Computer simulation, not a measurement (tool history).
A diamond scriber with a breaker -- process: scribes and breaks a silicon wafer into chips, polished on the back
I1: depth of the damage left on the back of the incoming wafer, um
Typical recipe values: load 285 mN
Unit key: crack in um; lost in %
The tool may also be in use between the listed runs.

run 1 hour=0 | load=285 | I1=0.03 | crack=9.74 lost=6.1
run 2 hour=49.3 | load=285 | I1=0.02 | crack=10.04 lost=6.38
run 3 hour=139.6 | load=285 | I1=0.02 | crack=9.91 lost=6.55
-- hour=145.8 diamond tip replaced by a new one
run 4 hour=343.2 | load=285 | I1=0.02 | crack=10.58 lost=1.9
run 5 hour=411.7 | load=285 | I1=0.04 | crack=10.72 lost=2.47
run 6 hour=469.8 | load=285 | I1=0.05 | crack=10.13 lost=3.08
-- hour=501.8 load on the tip recalibrated
run 7 hour=572.4 | load=285 | I1=0.04 | crack=10.41 lost=4.33
run 8 hour=621.5 | load=285 | I1=0.02 | crack=10 lost=4.71
run 9 hour=694.9 | load=285 | I1=0.03 | crack=9.64 lost=5.22
run 10 hour=744.4 | load=285 | I1=0.02 | crack=9.63 lost=5.24
run 11 hour=799.4 | load=285 | I1=0.01 | crack=10.01 lost=5.43
run 12 hour=852.8 | load=285 | I1=0.02 | crack=9.99 lost=5.91
run 13 hour=903.7 | load=341 | I1=0.02 | crack=11.64 lost=0.6
run 14 hour=964.3 | load=341 | I1=0.04 | crack=11.56 lost=0.64
-- hour=1195.6 diamond tip replaced by a new one
run 15 hour=1249.5 | load=285 | I1=0.02 | crack=11.45 lost=0.96
run 16 hour=1315.1 | load=285 | I1=0.03 | crack=10.87 lost=1.52
run 17 hour=1381.4 | load=285 | I1=0.04 | crack=10.88 lost=1.91
run 18 hour=1427.2 | load=333 | I1=0.02 | crack=11.99 lost=0.49
run 19 hour=1520.3 | load=285 | I1=0.03 | crack=10.41 lost=3.72
run 20 hour=1580.2 | load=351 | I1=0.02 | crack=12.53 lost=0.54
run 21 hour=1632.7 | load=256 | I1=0.01 | crack=9.03 lost=11.44
run 22 hour=1721.3 | load=285 | I1=0.02 | crack=9.99 lost=5
run 23 hour=1792 | load=250 | I1=0.02 | crack=8.44 lost=15.67
run 24 hour=1888 | load=285 | I1=0.02 | crack=9.79 lost=6.65
run 25 hour=1972.7 | load=355 | I1=0.04 | crack=11.78 lost=0.47
run 26 hour=2060.9 | load=238 | I1=0.02 | crack=8.14 lost=22.43
run 27 hour=2168.7 | load=285 | I1=0.03 | crack=9.42 lost=8.42
-- hour=2260.8 diamond tip replaced by a new one
-- hour=2273 load on the tip recalibrated
run 28 hour=2274.7 | load=207 | I1=0.04 | crack=8.71 lost=17.97
run 29 hour=2368.4 | load=320 | I1=0.04 | crack=12.93 lost=0.82
run 30 hour=2433.8 | load=285 | I1=0.01 | crack=10.99 lost=1.42
run 31 hour=2514.6 | load=313 | I1=0.03 | crack=11.73 lost=0.51
run 32 hour=2613.3 | load=285 | I1=0.02 | crack=10.53 lost=3.09
run 33 hour=2685.5 | load=285 | I1=0.04 | crack=10.15 lost=3.63
run 34 hour=2769.3 | load=285 | I1=0.04 | crack=10.33 lost=3.71
run 35 hour=2815 | load=263 | I1=0.02 | crack=9.25 lost=8.21
run 36 hour=2904.6 | load=247 | I1=0.04 | crack=8.71 lost=14.66
run 37 hour=2955.5 | load=240 | I1=0.04 | crack=8.54 lost=18.31

Forecast each of these 3 alternatives for the next run:
run A hour=2956.1 | load=285 | I1=0.04 | crack=? lost=?
run B hour=2956.1 | load=229 | I1=0.04 | crack=? lost=?
run C hour=2956.1 | load=340 | I1=0.04 | crack=? lost=?

run=A crack=10.05 lost=5.3
run=B crack=8.06 lost=21.99
run=C crack=11.83 lost=0.49
With no hidden state in the tool, these same runs would have given:
run=A crack=12.06 lost=0.43
run=B crack=9.67 lost=7.51
run=C crack=14.19 lost=4.35
